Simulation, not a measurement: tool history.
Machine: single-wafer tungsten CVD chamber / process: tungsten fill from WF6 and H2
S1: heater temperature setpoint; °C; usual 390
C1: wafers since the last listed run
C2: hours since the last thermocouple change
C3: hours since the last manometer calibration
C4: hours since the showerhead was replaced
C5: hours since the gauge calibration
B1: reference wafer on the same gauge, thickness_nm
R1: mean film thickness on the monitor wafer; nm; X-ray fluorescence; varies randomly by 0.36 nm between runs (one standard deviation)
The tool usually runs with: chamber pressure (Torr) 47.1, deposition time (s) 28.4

{"run": 1, "day": 0.0, "S1": 390, "chamber pressure (Torr)": 47.1, "deposition time (s)": 28.4, "C1": 0, "C2": 447.1, "C3": 1113.3, "C4": 6996.6, "C5": 656.1, "B1": 82.424, "R1": 77.866}
{"run": 2, "day": 4.3, "S1": 390, "chamber pressure (Torr)": 47.1, "deposition time (s)": 28.4, "C1": 3895, "C2": 550.3, "C3": 1216.5, "C4": 7099.8, "C5": 759.3, "B1": 82.249, "R1": 78.307}
{"run": 3, "day": 8.2, "S1": 390, "chamber pressure (Torr)": 47.1, "deposition time (s)": 28.4, "C1": 3533, "C2": 643.9, "C3": 1310.1, "C4": 7193.4, "C5": 852.9, "B1": 82.364, "R1": 78.098}
{"run": 4, "day": 12.029, "S1": 394, "chamber pressure (Torr)": 47.1, "deposition time (s)": 27.2, "C1": 3469, "C2": 735.8, "C3": 1402.0, "C4": 7285.3, "C5": 944.8, "B1": 82.432, "R1": 80.321}
{"run": 5, "day": 14.721, "S1": 390, "chamber pressure (Torr)": 47.1, "deposition time (s)": 28.4, "C1": 2438, "C2": 800.4, "C3": 1466.6, "C4": 7349.9, "C5": 1009.4, "B1": 82.116, "R1": 78.647}
{"run": 6, "day": 16.425, "S1": 390, "chamber pressure (Torr)": 47.1, "deposition time (s)": 28.4, "C1": 1543, "C2": 841.3, "C3": 1507.5, "C4": 7390.8, "C5": 1050.3, "B1": 82.196, "R1": 77.72}
{"run": 7, "day": 21.012, "S1": 390, "chamber pressure (Torr)": 47.1, "deposition time (s)": 28.4, "C1": 4156, "C2": 951.4, "C3": 1617.6, "C4": 7500.9, "C5": 1160.4, "B1": 82.556, "R1": 78.239}
{"day": 23.812, "done": "thermocouple changed; heater temperature recalibrated"}
{"day": 24.671, "done": "gauge calibrated"}
{"run": 8, "day": 25.329, "S1": 390, "chamber pressure (Torr)": 47.1, "deposition time (s)": 28.4, "C1": 3608, "C2": 36.4, "C3": 1721.2, "C4": 7604.5, "C5": 15.8, "B1": 82.21, "R1": 78.635}
{"run": 9, "day": 27.067, "S1": 390, "chamber pressure (Torr)": 47.1, "deposition time (s)": 28.4, "C1": 1574, "C2": 78.1, "C3": 1762.9, "C4": 7646.2, "C5": 57.5, "B1": 82.255, "R1": 78.206}
{"run": 10, "day": 31.025, "S1": 390, "chamber pressure (Torr)": 47.1, "deposition time (s)": 28.4, "C1": 3586, "C2": 173.1, "C3": 1857.9, "C4": 7741.2, "C5": 152.5, "B1": 82.331, "R1": 77.78}
{"run": 11, "day": 33.262, "S1": 390, "chamber pressure (Torr)": 47.1, "deposition time (s)": 28.4, "C1": 2027, "C2": 226.8, "C3": 1911.6, "C4": 7794.9, "C5": 206.2, "B1": 82.466, "R1": 78.748}
{"run": 12, "day": 36.233, "S1": 390, "chamber pressure (Torr)": 47.1, "deposition time (s)": 28.4, "C1": 2691, "C2": 298.1, "C3": 1982.9, "C4": 7866.2, "C5": 277.5, "B1": 82.203, "R1": 77.888}
{"run": 13, "day": 38.604, "S1": 394, "chamber pressure (Torr)": 47.1, "deposition time (s)": 28.4, "C1": 2147, "C2": 355.0, "C3": 2039.8, "C4": 7923.1, "C5": 334.4, "B1": 82.265, "R1": 83.856}
{"run": 14, "day": 43.008, "S1": 390, "chamber pressure (Torr)": 47.1, "deposition time (s)": 29.7, "C1": 3990, "C2": 460.7, "C3": 2145.5, "C4": 8028.8, "C5": 440.1, "B1": 82.558, "R1": 81.412}
{"day": 44.158, "done": "showerhead replaced"}
{"run": 15, "day": 46.596, "S1": 390, "chamber pressure (Torr)": 47.1, "deposition time (s)": 29.7, "C1": 2948, "C2": 546.8, "C3": 2231.6, "C4": 58.5, "C5": 526.2, "B1": 82.25, "R1": 81.614}
{"run": 16, "day": 48.571, "S1": 382, "chamber pressure (Torr)": 47.1, "deposition time (s)": 26.0, "C1": 1789, "C2": 594.2, "C3": 2279.0, "C4": 105.9, "C5": 573.6, "B1": 82.286, "R1": 62.201}
{"run": 17, "day": 52.012, "S1": 390, "chamber pressure (Torr)": 58.4, "deposition time (s)": 28.4, "C1": 3118, "C2": 676.8, "C3": 2361.6, "C4": 188.5, "C5": 656.2, "B1": 82.221, "R1": 85.756}
{"day": 63.117, "done": "thermocouple changed; heater temperature recalibrated"}
{"run": 18, "day": 63.621, "S1": 402, "chamber pressure (Torr)": 42.7, "deposition time (s)": 23.0, "C1": 10215, "C2": 12.1, "C3": 2640.2, "C4": 467.1, "C5": 934.8, "B1": 82.088, "R1": 73.868}
{"run": 19, "day": 66.325, "S1": 400, "chamber pressure (Torr)": 37.2, "deposition time (s)": 28.4, "C1": 2449, "C2": 77.0, "C3": 2705.1, "C4": 532.0, "C5": 999.7, "B1": 82.395, "R1": 83.525}
{"day": 68.188, "done": "capacitance manometer re-zeroed and calibrated"}
{"run": 20, "day": 68.625, "S1": 402, "chamber pressure (Torr)": 42.7, "deposition time (s)": 23.0, "C1": 1781, "C2": 132.2, "C3": 10.5, "C4": 587.2, "C5": 1054.9, "B1": 82.524, "R1": 73.61}
{"run": 21, "day": 72.138, "S1": 398, "chamber pressure (Torr)": 58.8, "deposition time (s)": 31.7, "C1": 3182, "C2": 216.5, "C3": 94.8, "C4": 671.5, "C5": 1139.2, "B1": 82.204, "R1": 109.646}
{"day": 76.904, "done": "gauge calibrated"}
{"run": 22, "day": 84.683, "S1": 390, "chamber pressure (Torr)": 47.1, "deposition time (s)": 28.4, "C1": 11366, "C2": 517.6, "C3": 395.9, "C4": 972.6, "C5": 186.7, "B1": 82.545, "R1": 78.186}
{"run": 23, "day": 86.846, "S1": 403, "chamber pressure (Torr)": 51.6, "deposition time (s)": 33.9, "C1": 1959, "C2": 569.5, "C3": 447.8, "C4": 1024.5, "C5": 238.6, "B1": 82.262, "R1": 120.53}
{"run": 24, "day": 88.525, "S1": 380, "chamber pressure (Torr)": 54.1, "deposition time (s)": 28.4, "C1": 1521, "C2": 609.8, "C3": 488.1, "C4": 1064.8, "C5": 278.9, "B1": 82.364, "R1": 69.774}
{"run": 25, "day": 92.412, "S1": 390, "chamber pressure (Torr)": 47.1, "deposition time (s)": 28.4, "C1": 3522, "C2": 703.1, "C3": 581.4, "C4": 1158.1, "C5": 372.2, "B1": 82.205, "R1": 78.881}
{"run": 26, "day": 95.138, "S1": 390, "chamber pressure (Torr)": 47.1, "deposition time (s)": 28.4, "C1": 2468, "C2": 768.5, "C3": 646.8, "C4": 1223.5, "C5": 437.6, "B1": 82.355, "R1": 78.603}
{"run": 27, "day": 98.979, "S1": 390, "chamber pressure (Torr)": 47.1, "deposition time (s)": 33.6, "C1": 3480, "C2": 860.7, "C3": 739.0, "C4": 1315.7, "C5": 529.8, "B1": 82.38, "R1": 92.03}
{"run": 28, "day": 100.696, "S1": 381, "chamber pressure (Torr)": 47.1, "deposition time (s)": 28.4, "C1": 1555, "C2": 901.9, "C3": 780.2, "C4": 1356.9, "C5": 571.0, "B1": 82.291, "R1": 67.229}
{"run": 29, "day": 102.262, "S1": 403, "chamber pressure (Torr)": 51.6, "deposition time (s)": 33.9, "C1": 1419, "C2": 939.5, "C3": 817.8, "C4": 1394.5, "C5": 608.6, "B1": 82.453, "R1": 120.399}
{"day": 104.45, "done": "thermocouple changed; heater temperature recalibrated"}
{"run": 30, "day": 104.979, "S1": 390, "chamber pressure (Torr)": 47.1, "deposition time (s)": 24.8, "C1": 2159, "C2": 12.7, "C3": 883.0, "C4": 1459.7, "C5": 673.8, "B1": 82.394, "R1": 67.558}

List, for all runs, the conditions of the tool that the log does not record:
wafer temperature above the value expected at the setpoint (K): 0 in every run
true pressure above the setpoint (%): 0 in every run
gauge reads high (%): 0 in every run
